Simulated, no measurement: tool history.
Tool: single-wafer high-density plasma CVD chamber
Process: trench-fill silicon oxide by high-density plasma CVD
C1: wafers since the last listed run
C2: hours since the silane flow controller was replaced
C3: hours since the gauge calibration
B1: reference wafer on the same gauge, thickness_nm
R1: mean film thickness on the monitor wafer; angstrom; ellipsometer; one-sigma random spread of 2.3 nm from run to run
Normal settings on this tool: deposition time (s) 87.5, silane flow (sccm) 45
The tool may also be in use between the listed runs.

{"run": 1, "day": 0.0, "deposition time (s)": 87.5, "silane flow (sccm)": 40, "C1": 0, "C2": 2755.6, "C3": 226.7, "B1": 353.933, "R1": 3616.26}
{"run": 2, "day": 3.675, "deposition time (s)": 87.5, "silane flow (sccm)": 45, "C1": 746, "C2": 2843.8, "C3": 314.9, "B1": 354.812, "R1": 4090.61}
{"run": 3, "day": 7.421, "deposition time (s)": 87.5, "silane flow (sccm)": 45, "C1": 761, "C2": 2933.7, "C3": 404.8, "B1": 353.637, "R1": 4049.86}
{"run": 4, "day": 10.254, "deposition time (s)": 87.5, "silane flow (sccm)": 45, "C1": 575, "C2": 3001.7, "C3": 472.8, "B1": 353.165, "R1": 4046.96}
{"run": 5, "day": 13.575, "deposition time (s)": 92.4, "silane flow (sccm)": 39, "C1": 674, "C2": 3081.4, "C3": 552.5, "B1": 354.051, "R1": 3727.7}
{"run": 6, "day": 15.733, "deposition time (s)": 92.4, "silane flow (sccm)": 39, "C1": 438, "C2": 3133.2, "C3": 604.3, "B1": 354.161, "R1": 3737.79}
{"run": 7, "day": 17.658, "deposition time (s)": 75.9, "silane flow (sccm)": 45, "C1": 391, "C2": 3179.4, "C3": 650.5, "B1": 354.214, "R1": 3578.82}
{"run": 8, "day": 20.388, "deposition time (s)": 75.9, "silane flow (sccm)": 45, "C1": 554, "C2": 3244.9, "C3": 716.0, "B1": 354.447, "R1": 3544.99}
{"run": 9, "day": 22.442, "deposition time (s)": 75.9, "silane flow (sccm)": 45, "C1": 417, "C2": 3294.2, "C3": 765.3, "B1": 354.104, "R1": 3555.41}
{"run": 10, "day": 24.646, "deposition time (s)": 83.2, "silane flow (sccm)": 45, "C1": 447, "C2": 3347.1, "C3": 818.2, "B1": 353.788, "R1": 3915.42}
{"run": 11, "day": 26.229, "deposition time (s)": 83.2, "silane flow (sccm)": 45, "C1": 321, "C2": 3385.1, "C3": 856.2, "B1": 354.928, "R1": 3914.01}
{"day": 28.492, "done": "silane flow controller replaced"}
{"run": 12, "day": 29.658, "deposition time (s)": 83.2, "silane flow (sccm)": 45, "C1": 629, "C2": 28.0, "C3": 938.5, "B1": 353.396, "R1": 3673.76}
{"run": 13, "day": 33.525, "deposition time (s)": 87.5, "silane flow (sccm)": 45, "C1": 785, "C2": 120.8, "C3": 1031.3, "B1": 354.325, "R1": 3887.38}
{"run": 14, "day": 35.775, "deposition time (s)": 87.5, "silane flow (sccm)": 45, "C1": 457, "C2": 174.8, "C3": 1085.3, "B1": 354.686, "R1": 3878.6}
{"run": 15, "day": 37.938, "deposition time (s)": 87.5, "silane flow (sccm)": 45, "C1": 439, "C2": 226.7, "C3": 1137.2, "B1": 353.249, "R1": 3927.28}
{"run": 16, "day": 39.696, "deposition time (s)": 102.4, "silane flow (sccm)": 45, "C1": 357, "C2": 268.9, "C3": 1179.4, "B1": 353.666, "R1": 4598.14}
{"run": 17, "day": 41.375, "deposition time (s)": 87.5, "silane flow (sccm)": 45, "C1": 341, "C2": 309.2, "C3": 1219.7, "B1": 354.016, "R1": 3852.16}
{"run": 18, "day": 43.758, "deposition time (s)": 72.6, "silane flow (sccm)": 53, "C1": 484, "C2": 366.4, "C3": 1276.9, "B1": 353.482, "R1": 3801.84}
{"run": 19, "day": 47.412, "deposition time (s)": 104.5, "silane flow (sccm)": 45, "C1": 742, "C2": 454.1, "C3": 1364.6, "B1": 353.92, "R1": 4662.8}
{"run": 20, "day": 51.138, "deposition time (s)": 100.1, "silane flow (sccm)": 42, "C1": 757, "C2": 543.5, "C3": 1454.0, "B1": 354.325, "R1": 4149.69}
{"run": 21, "day": 53.079, "deposition time (s)": 87.5, "silane flow (sccm)": 42, "C1": 394, "C2": 590.1, "C3": 1500.6, "B1": 353.84, "R1": 3658.0}
{"run": 22, "day": 54.633, "deposition time (s)": 101.5, "silane flow (sccm)": 45, "C1": 315, "C2": 627.4, "C3": 1537.9, "B1": 354.003, "R1": 4552.45}
{"run": 23, "day": 58.129, "deposition time (s)": 87.5, "silane flow (sccm)": 45, "C1": 710, "C2": 711.3, "C3": 1621.8, "B1": 353.888, "R1": 3928.42}
{"run": 24, "day": 60.746, "deposition time (s)": 72.4, "silane flow (sccm)": 48, "C1": 531, "C2": 774.1, "C3": 1684.6, "B1": 354.299, "R1": 3438.87}
{"run": 25, "day": 63.079, "deposition time (s)": 72.8, "silane flow (sccm)": 52, "C1": 474, "C2": 830.1, "C3": 1740.6, "B1": 354.553, "R1": 3792.3}
{"day": 63.367, "done": "gauge calibrated"}
{"run": 26, "day": 65.812, "deposition time (s)": 95.6, "silane flow (sccm)": 53, "C1": 555, "C2": 895.7, "C3": 58.7, "B1": 353.872, "R1": 5053.33}
{"run": 27, "day": 69.708, "deposition time (s)": 87.5, "silane flow (sccm)": 45, "C1": 791, "C2": 989.2, "C3": 152.2, "B1": 354.574, "R1": 3933.9}
{"run": 28, "day": 71.538, "deposition time (s)": 87.5, "silane flow (sccm)": 45, "C1": 371, "C2": 1033.1, "C3": 196.1, "B1": 353.847, "R1": 3910.82}
{"run": 29, "day": 75.804, "deposition time (s)": 72.4, "silane flow (sccm)": 48, "C1": 867, "C2": 1135.5, "C3": 298.5, "B1": 353.854, "R1": 3500.09}
{"run": 30, "day": 80.004, "deposition time (s)": 74.5, "silane flow (sccm)": 40, "C1": 853, "C2": 1236.3, "C3": 399.3, "B1": 353.759, "R1": 3002.97}
{"run": 31, "day": 84.108, "deposition time (s)": 87.5, "silane flow (sccm)": 45, "C1": 834, "C2": 1334.8, "C3": 497.8, "B1": 354.633, "R1": 3967.44}

Below are 3 alternative next runs, each starting from the tool's condition after run 31. Predict each:
{"run": "A", "day": 84.125, "deposition time (s)": 87.5, "silane flow (sccm)": 45, "C1": 3, "C2": 1335.2, "C3": 498.2, "B1": "?", "R1": "?"}
{"run": "B", "day": 84.125, "deposition time (s)": 79.0, "silane flow (sccm)": 38, "C1": 3, "C2": 1335.2, "C3": 498.2, "B1": "?", "R1": "?"}
{"run": "C", "day": 84.125, "deposition time (s)": 73.8, "silane flow (sccm)": 50, "C1": 3, "C2": 1335.2, "C3": 498.2, "B1": "?", "R1": "?"}

run=A B1=353.951 R1=3942.12
run=B B1=353.951 R1=3005.52
run=C B1=353.951 R1=3694.33
With no hidden state in the tool, these same runs would have given:
run=A R1=3871.25
run=B R1=2951.49
run=C R1=3627.92
